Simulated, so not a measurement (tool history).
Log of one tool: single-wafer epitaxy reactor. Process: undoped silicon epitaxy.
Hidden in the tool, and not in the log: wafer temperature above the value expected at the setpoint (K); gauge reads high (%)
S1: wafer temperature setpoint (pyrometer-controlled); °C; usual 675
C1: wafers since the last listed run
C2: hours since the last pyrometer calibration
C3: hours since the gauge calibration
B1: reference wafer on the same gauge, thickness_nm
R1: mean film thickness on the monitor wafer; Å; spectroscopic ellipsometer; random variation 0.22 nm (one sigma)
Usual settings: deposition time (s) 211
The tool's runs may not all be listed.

run 1 day=0 | S1=663 deposition_time_(s)=185 | C1=0 C2=2023.9 C3=612.5 | B1=62.988 | R1=385.21
run 2 day=2.954 | S1=663 deposition_time_(s)=185 | C1=695 C2=2094.8 C3=683.4 | B1=62.999 | R1=382.56
run 3 day=3.967 | S1=663 deposition_time_(s)=185 | C1=238 C2=2119.1 C3=707.7 | B1=63.025 | R1=382.39
run 4 day=4.675 | S1=670 deposition_time_(s)=211 | C1=166 C2=2136.1 C3=724.7 | B1=62.981 | R1=497.7
run 5 day=5.538 | S1=670 deposition_time_(s)=211 | C1=202 C2=2156.8 C3=745.4 | B1=62.988 | R1=495.95
run 6 day=9.029 | S1=670 deposition_time_(s)=211 | C1=821 C2=2240.6 C3=829.2 | B1=63.02 | R1=488.66
run 7 day=9.712 | S1=675 deposition_time_(s)=226 | C1=160 C2=2257 C3=845.6 | B1=63.002 | R1=577.59
run 8 day=11.167 | S1=675 deposition_time_(s)=226 | C1=342 C2=2291.9 C3=880.5 | B1=62.972 | R1=572.13
run 9 day=12.175 | S1=683 deposition_time_(s)=198 | C1=237 C2=2316.1 C3=904.7 | B1=62.981 | R1=582.08
run 10 day=12.946 | S1=683 deposition_time_(s)=198 | C1=181 C2=2334.6 C3=923.2 | B1=62.973 | R1=579.32
-- day=13.242 gauge calibrated
run 11 day=13.575 | S1=683 deposition_time_(s)=198 | C1=148 C2=2349.7 C3=8 | B1=63.031 | R1=577.72
run 12 day=14.308 | S1=679 deposition_time_(s)=211 | C1=172 C2=2367.3 C3=25.6 | B1=62.952 | R1=571.29
-- day=15.029 pyrometer calibrated
run 13 day=15.05 | S1=668 deposition_time_(s)=211 | C1=96 C2=0.5 C3=43.4 | B1=62.997 | R1=534.91
run 14 day=16.242 | S1=675 deposition_time_(s)=221 | C1=280 C2=29.1 C3=72 | B1=63.034 | R1=636.03
run 15 day=16.9 | S1=675 deposition_time_(s)=221 | C1=154 C2=44.9 C3=87.8 | B1=62.972 | R1=633.44
run 16 day=17.883 | S1=661 deposition_time_(s)=176 | C1=231 C2=68.5 C3=111.4 | B1=62.974 | R1=393.02
run 17 day=19.208 | S1=675 deposition_time_(s)=248 | C1=311 C2=100.3 C3=143.2 | B1=63.032 | R1=710.41
run 18 day=20.121 | S1=675 deposition_time_(s)=211 | C1=214 C2=122.2 C3=165.1 | B1=63.041 | R1=611.31
run 19 day=21.296 | S1=681 deposition_time_(s)=235 | C1=276 C2=150.4 C3=193.3 | B1=63.055 | R1=753.37
run 20 day=25.492 | S1=668 deposition_time_(s)=211 | C1=987 C2=251.1 C3=294 | B1=62.996 | R1=529.36
run 21 day=26.321 | S1=684 deposition_time_(s)=232 | C1=195 C2=271 C3=313.9 | B1=63.007 | R1=785.57
run 22 day=27.542 | S1=664 deposition_time_(s)=222 | C1=287 C2=300.3 C3=343.2 | B1=62.964 | R1=519.34
run 23 day=28.204 | S1=664 deposition_time_(s)=231 | C1=155 C2=316.2 C3=359.1 | B1=63.017 | R1=539.66
run 24 day=29.517 | S1=675 deposition_time_(s)=211 | C1=308 C2=347.7 C3=390.6 | B1=62.97 | R1=605.11
run 25 day=30.388 | S1=675 deposition_time_(s)=249 | C1=204 C2=368.6 C3=411.5 | B1=62.992 | R1=708.98
run 26 day=31.65 | S1=675 deposition_time_(s)=229 | C1=297 C2=398.9 C3=441.8 | B1=62.98 | R1=654
run 27 day=33.017 | S1=670 deposition_time_(s)=211 | C1=321 C2=431.7 C3=474.6 | B1=62.996 | R1=549.81
run 28 day=33.879 | S1=668 deposition_time_(s)=179 | C1=202 C2=452.4 C3=495.3 | B1=63.019 | R1=453.3
run 29 day=34.812 | S1=683 deposition_time_(s)=239 | C1=219 C2=474.8 C3=517.7 | B1=63.015 | R1=786.09
run 30 day=35.875 | S1=670 deposition_time_(s)=211 | C1=250 C2=500.3 C3=543.2 | B1=62.975 | R1=550.92

Hidden state at the last listed run before each entry between runs and at the first one after, where it differs:
Between runs 10 and 11: gauge calibrated (day 13.242)
  wafer temperature above the value expected at the setpoint (K): -7.08 -> -7.17
  measured less the result without the state, R1: -78.91 -> -79.77 Å
Between runs 12 and 13: pyrometer calibrated (day 15.029)
  wafer temperature above the value expected at the setpoint (K): -7.28 -> -0.0384
  measured less the result without the state, R1: -80.79 -> -0.37 Å
